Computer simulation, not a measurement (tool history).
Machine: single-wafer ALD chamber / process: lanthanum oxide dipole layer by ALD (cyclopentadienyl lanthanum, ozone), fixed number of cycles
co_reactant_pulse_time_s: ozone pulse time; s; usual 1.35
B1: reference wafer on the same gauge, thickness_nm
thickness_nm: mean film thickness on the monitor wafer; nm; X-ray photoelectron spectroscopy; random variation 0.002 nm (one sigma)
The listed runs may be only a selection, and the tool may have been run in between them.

{"run": 1, "hour": 0.0, "co_reactant_pulse_time_s": 0.97, "B1": 0.497, "thickness_nm": 0.469}
{"run": 2, "hour": 9.1, "co_reactant_pulse_time_s": 0.97, "B1": 0.496, "thickness_nm": 0.466}
{"run": 3, "hour": 21.7, "co_reactant_pulse_time_s": 0.97, "B1": 0.496, "thickness_nm": 0.468}
{"run": 4, "hour": 30.7, "co_reactant_pulse_time_s": 1.35, "B1": 0.496, "thickness_nm": 0.516}
{"run": 5, "hour": 47.0, "co_reactant_pulse_time_s": 1.35, "B1": 0.496, "thickness_nm": 0.515}
{"run": 6, "hour": 58.5, "co_reactant_pulse_time_s": 1.35, "B1": 0.496, "thickness_nm": 0.516}
{"run": 7, "hour": 75.0, "co_reactant_pulse_time_s": 1.35, "B1": 0.496, "thickness_nm": 0.517}
{"run": 8, "hour": 86.1, "co_reactant_pulse_time_s": 1.73, "B1": 0.496, "thickness_nm": 0.543}
{"run": 9, "hour": 98.4, "co_reactant_pulse_time_s": 1.73, "B1": 0.496, "thickness_nm": 0.543}
{"run": 10, "hour": 110.4, "co_reactant_pulse_time_s": 1.35, "B1": 0.496, "thickness_nm": 0.519}
{"run": 11, "hour": 123.1, "co_reactant_pulse_time_s": 1.35, "B1": 0.496, "thickness_nm": 0.521}
{"run": 12, "hour": 130.5, "co_reactant_pulse_time_s": 1.35, "B1": 0.496, "thickness_nm": 0.516}
{"run": 13, "hour": 142.7, "co_reactant_pulse_time_s": 1.02, "B1": 0.496, "thickness_nm": 0.475}
{"hour": 148.6, "done": "gauge calibrated"}
{"hour": 164.1, "done": "thermocouple changed; heater temperature recalibrated"}
{"run": 14, "hour": 164.6, "co_reactant_pulse_time_s": 1.02, "B1": 0.496, "thickness_nm": 0.476}
{"run": 15, "hour": 167.2, "co_reactant_pulse_time_s": 1.18, "B1": 0.496, "thickness_nm": 0.497}
{"hour": 184.0, "done": "ozone generator serviced"}
{"run": 16, "hour": 184.5, "co_reactant_pulse_time_s": 1.18, "B1": 0.496, "thickness_nm": 0.524}
{"run": 17, "hour": 192.5, "co_reactant_pulse_time_s": 1.35, "B1": 0.496, "thickness_nm": 0.538}
{"run": 18, "hour": 205.5, "co_reactant_pulse_time_s": 1.76, "B1": 0.496, "thickness_nm": 0.562}
{"run": 19, "hour": 212.2, "co_reactant_pulse_time_s": 0.91, "B1": 0.496, "thickness_nm": 0.483}
{"run": 20, "hour": 220.9, "co_reactant_pulse_time_s": 1.86, "B1": 0.496, "thickness_nm": 0.561}
{"hour": 236.8, "done": "showerhead replaced"}
{"run": 21, "hour": 237.3, "co_reactant_pulse_time_s": 1.35, "B1": 0.496, "thickness_nm": 0.536}
{"run": 22, "hour": 238.2, "co_reactant_pulse_time_s": 1.61, "B1": 0.496, "thickness_nm": 0.549}
{"run": 23, "hour": 250.0, "co_reactant_pulse_time_s": 1.35, "B1": 0.496, "thickness_nm": 0.534}
{"run": 24, "hour": 267.5, "co_reactant_pulse_time_s": 1.71, "B1": 0.497, "thickness_nm": 0.556}
{"run": 25, "hour": 275.4, "co_reactant_pulse_time_s": 1.73, "B1": 0.496, "thickness_nm": 0.555}
{"run": 26, "hour": 285.0, "co_reactant_pulse_time_s": 1.8, "B1": 0.496, "thickness_nm": 0.554}
{"run": 27, "hour": 292.2, "co_reactant_pulse_time_s": 1.13, "B1": 0.496, "thickness_nm": 0.508}
{"run": 28, "hour": 309.0, "co_reactant_pulse_time_s": 1.77, "B1": 0.496, "thickness_nm": 0.551}
{"run": 29, "hour": 318.3, "co_reactant_pulse_time_s": 1.03, "B1": 0.496, "thickness_nm": 0.49}
{"run": 30, "hour": 331.4, "co_reactant_pulse_time_s": 1.15, "B1": 0.496, "thickness_nm": 0.505}
{"run": 31, "hour": 339.8, "co_reactant_pulse_time_s": 1.84, "B1": 0.496, "thickness_nm": 0.552}
{"run": 32, "hour": 356.5, "co_reactant_pulse_time_s": 1.07, "B1": 0.496, "thickness_nm": 0.494}

Hidden state, per run?
wafer temperature above the value expected at the setpoint (K): 0 across all the runs
gauge reads high (%): 0 across all the runs
H1: ozone dose above that of a generator just serviced (%)
run=1 H1=-18.5
run=2 H1=-18.6
run=3 H1=-18.7
run=4 H1=-18.8
run=5 H1=-18.9
run=6 H1=-19
run=7 H1=-19.1
run=8 H1=-19.2
run=9 H1=-19.3
run=10 H1=-19.3
run=11 H1=-19.4
run=12 H1=-19.5
run=13 H1=-19.5
run=14 H1=-19.6
run=15 H1=-19.6
run=16 H1=-2.01
run=17 H1=-2.83
run=18 H1=-4.07
run=19 H1=-4.68
run=20 H1=-5.44
run=21 H1=-6.79
run=22 H1=-6.86
run=23 H1=-7.75
run=24 H1=-8.97
run=25 H1=-9.49
run=26 H1=-10.1
run=27 H1=-10.5
run=28 H1=-11.5
run=29 H1=-11.9
run=30 H1=-12.6
run=31 H1=-13
run=32 H1=-13.7
